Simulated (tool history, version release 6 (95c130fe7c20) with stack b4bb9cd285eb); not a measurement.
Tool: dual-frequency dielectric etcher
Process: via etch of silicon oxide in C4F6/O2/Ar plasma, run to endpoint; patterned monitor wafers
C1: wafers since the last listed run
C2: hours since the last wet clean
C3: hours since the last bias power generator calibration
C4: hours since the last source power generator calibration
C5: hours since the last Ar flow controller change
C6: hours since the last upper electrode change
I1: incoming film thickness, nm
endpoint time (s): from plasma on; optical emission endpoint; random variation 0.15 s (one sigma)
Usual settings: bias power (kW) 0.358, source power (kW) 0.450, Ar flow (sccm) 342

Run 1, hour 0.0: usual settings but bias power (kW) 0.288, source power (kW) 0.390; C1 0; C2 214.5; C3 2466.5; C4 1868.5; C5 2453.7; C6 3630.1; I1 76.9. Result: endpoint time (s) 20.1.
Run 2, hour 29.9: usual settings; C1 303; C2 244.4; C3 2496.4; C4 1898.4; C5 2483.6; C6 3660.0; I1 77.7. Result: endpoint time (s) 17.5.
Run 3, hour 55.9: usual settings; C1 263; C2 270.4; C3 2522.4; C4 1924.4; C5 2509.6; C6 3686.0; I1 76.6. Result: endpoint time (s) 17.1.
Run 4, hour 91.2: usual settings but bias power (kW) 0.290; C1 358; C2 305.7; C3 2557.7; C4 1959.7; C5 2544.9; C6 3721.3; I1 77.6. Result: endpoint time (s) 18.9.
At hour 148.5: Ar flow controller replaced.
Run 5, hour 164.8: usual settings but bias power (kW) 0.290; C1 685; C2 379.3; C3 2631.3; C4 2033.3; C5 16.3; C6 3794.9; I1 77.2. Result: endpoint time (s) 18.5.
At hour 179.2: bias power generator calibrated.
Run 6, hour 192.2: usual settings; C1 237; C2 406.7; C3 13.0; C4 2060.7; C5 43.7; C6 3822.3; I1 76.8. Result: endpoint time (s) 17.0.
Run 7, hour 226.2: usual settings; C1 344; C2 440.7; C3 47.0; C4 2094.7; C5 77.7; C6 3856.3; I1 77.0. Result: endpoint time (s) 17.2.
At hour 254.6: wet clean of the chamber.
Run 8, hour 255.1: usual settings but Ar flow (sccm) 360; C1 49; C2 0.5; C3 75.9; C4 2123.6; C5 106.6; C6 3885.2; I1 77.0. Result: endpoint time (s) 18.2.
Run 9, hour 264.7: usual settings but Ar flow (sccm) 360; C1 97; C2 10.1; C3 85.5; C4 2133.2; C5 116.2; C6 3894.8; I1 77.7. Result: endpoint time (s) 18.2.
At hour 306.2: upper electrode replaced.
Run 10, hour 306.7: usual settings but bias power (kW) 0.300, Ar flow (sccm) 278; C1 182; C2 52.1; C3 127.5; C4 2175.2; C5 158.2; C6 0.5; I1 76.8. Result: endpoint time (s) 18.1.
Run 11, hour 311.6: usual settings but Ar flow (sccm) 302; C1 49; C2 57.0; C3 132.4; C4 2180.1; C5 163.1; C6 5.4; I1 77.8. Result: endpoint time (s) 17.4.
At hour 333.6: source power generator calibrated.
Run 12, hour 334.1: usual settings but bias power (kW) 0.288, source power (kW) 0.390; C1 187; C2 79.5; C3 154.9; C4 0.5; C5 185.6; C6 27.9; I1 78.0. Result: endpoint time (s) 20.6.
Run 13, hour 357.1: usual settings; C1 233; C2 102.5; C3 177.9; C4 23.5; C5 208.6; C6 50.9; I1 76.2. Result: endpoint time (s) 17.5.
Run 14, hour 372.1: usual settings but bias power (kW) 0.424, source power (kW) 0.540, Ar flow (sccm) 317; C1 152; C2 117.5; C3 192.9; C4 38.5; C5 223.6; C6 65.9; I1 77.7. Result: endpoint time (s) 15.6.
Run 15, hour 392.9: usual settings but bias power (kW) 0.318, source power (kW) 0.340; C1 210; C2 138.3; C3 213.7; C4 59.3; C5 244.4; C6 86.7; I1 77.3. Result: endpoint time (s) 20.8.
Run 16, hour 423.3: usual settings but bias power (kW) 0.381, source power (kW) 0.490, Ar flow (sccm) 390; C1 308; C2 168.7; C3 244.1; C4 89.7; C5 274.8; C6 117.1; I1 76.3. Result: endpoint time (s) 16.9.
Run 17, hour 451.1: usual settings; C1 281; C2 196.5; C3 271.9; C4 117.5; C5 302.6; C6 144.9; I1 77.0. Result: endpoint time (s) 17.5.
Run 18, hour 468.4: usual settings but bias power (kW) 0.412, source power (kW) 0.410, Ar flow (sccm) 290; C1 175; C2 213.8; C3 289.2; C4 134.8; C5 319.9; C6 162.2; I1 76.7. Result: endpoint time (s) 17.0.

Forecast each of these 3 alternatives for the next run:
Run A, hour 468.8: usual settings but bias power (kW) 0.417; C1 4; C2 214.2; C3 289.6; C4 135.2; C5 320.3; C6 162.6; I1 76.8. Result: endpoint time (s) ?.
Run B, hour 468.8: usual settings but bias power (kW) 0.329, source power (kW) 0.540, Ar flow (sccm) 405; C1 4; C2 214.2; C3 289.6; C4 135.2; C5 320.3; C6 162.6; I1 76.8. Result: endpoint time (s) ?.
Run C, hour 468.8: usual settings but bias power (kW) 0.411, source power (kW) 0.500, Ar flow (sccm) 399; C1 4; C2 214.2; C3 289.6; C4 135.2; C5 320.3; C6 162.6; I1 76.8. Result: endpoint time (s) ?.

run  endpoint time (s)
  A               16.5
  B               16.7
  C               16.2
Without the tool's hidden state the same runs would have given:
run  endpoint time (s)
  A               17.0
  B               17.2
  C               16.6

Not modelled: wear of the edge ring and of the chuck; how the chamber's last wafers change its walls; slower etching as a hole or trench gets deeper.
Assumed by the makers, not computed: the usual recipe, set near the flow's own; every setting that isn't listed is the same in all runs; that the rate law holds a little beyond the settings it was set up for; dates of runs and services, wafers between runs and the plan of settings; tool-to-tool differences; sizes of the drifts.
